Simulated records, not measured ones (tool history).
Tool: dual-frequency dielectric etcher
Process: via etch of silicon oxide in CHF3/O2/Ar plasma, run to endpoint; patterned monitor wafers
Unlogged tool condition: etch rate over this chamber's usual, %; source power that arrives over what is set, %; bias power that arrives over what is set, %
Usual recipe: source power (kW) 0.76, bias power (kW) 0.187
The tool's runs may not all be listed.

run   hour  source power (kW)  bias power (kW)  wafers since the last listed run  hours since the last wet clean  hours since the last source power generator calibration  hours since the last bias power generator calibration  hours since the last upper electrode change  incoming incoming film thickness, nm  endpoint time (s)
  1      0               0.76            0.187                                 0                           199.6                                                   2716.2                                                   3409                                       3435.5                                 509.6              231.6
  2     27               0.76            0.187                               172                           226.6                                                   2743.2                                                   3436                                       3462.5                                 501.5              229.6
  3  131.6               0.76            0.187                               668                           331.2                                                   2847.8                                                 3540.6                                       3567.1                                 496.9              227.3
     166.2  -- wet clean of the chamber
  4  199.6               0.76            0.187                               281                            33.4                                                   2915.8                                                 3608.6                                       3635.1                                 494.2              220.5
  5    262               0.76            0.187                               398                            95.8                                                   2978.2                                                   3671                                       3697.5                                 500.7              224.8
  6  286.6               0.76            0.187                               157                           120.4                                                   3002.8                                                 3695.6                                       3722.1                                   499              222.8
  7  316.7               0.76            0.187                               192                           150.5                                                   3032.9                                                 3725.7                                       3752.2                                 498.5              224.3
  8  471.4               0.76            0.187                               988                           305.2                                                   3187.6                                                 3880.4                                       3906.9                                 489.8              223.8
       515  -- wet clean of the chamber
  9  515.5               0.76            0.162                               128                             0.5                                                   3231.7                                                 3924.5                                         3951                                 500.8              241.8
 10  536.8               0.76            0.162                               136                            21.8                                                     3253                                                 3945.8                                       3972.3                                 503.5              241.4
     546.5  -- source power generator calibrated
 11    571                0.7            0.187                               193                              56                                                     24.5                                                   3980                                       4006.5                                 501.6                234
 12  601.1               0.76            0.187                               192                            86.1                                                     54.6                                                 4010.1                                       4036.6                                 492.7              220.1
 13  631.7               0.76            0.187                               195                           116.7                                                     85.2                                                 4040.7                                       4067.2                                 502.2                229
 14  696.8               0.88            0.201                               416                           181.8                                                    150.3                                                 4105.8                                       4132.3                                 498.9              206.1
 15  755.5               0.81            0.202                               375                           240.5                                                      209                                                 4164.5                                         4191                                 505.1              219.9
 16  857.1               0.81            0.202                               649                           342.1                                                    310.6                                                 4266.1                                       4292.6                                 495.9              218.1
 17  903.6               0.76            0.187                               297                           388.6                                                    357.1                                                 4312.6                                       4339.1                                 498.8              232.9
     955.9  -- wet clean of the chamber
 18  956.4               0.63            0.201                               184                             0.5                                                    409.9                                                 4365.4                                       4391.9                                 505.7              235.1

What will run 19 give?
 19  985.7               0.94            0.145                               187                            29.8                                                    439.2                                                 4394.7                                       4421.2                                 498.8                  ?

{"run 19": {"endpoint time (s)": 227.6}}
If the tool had no hidden condition, the same run with the same run-to-run variation would have returned endpoint time (s) 224.7.
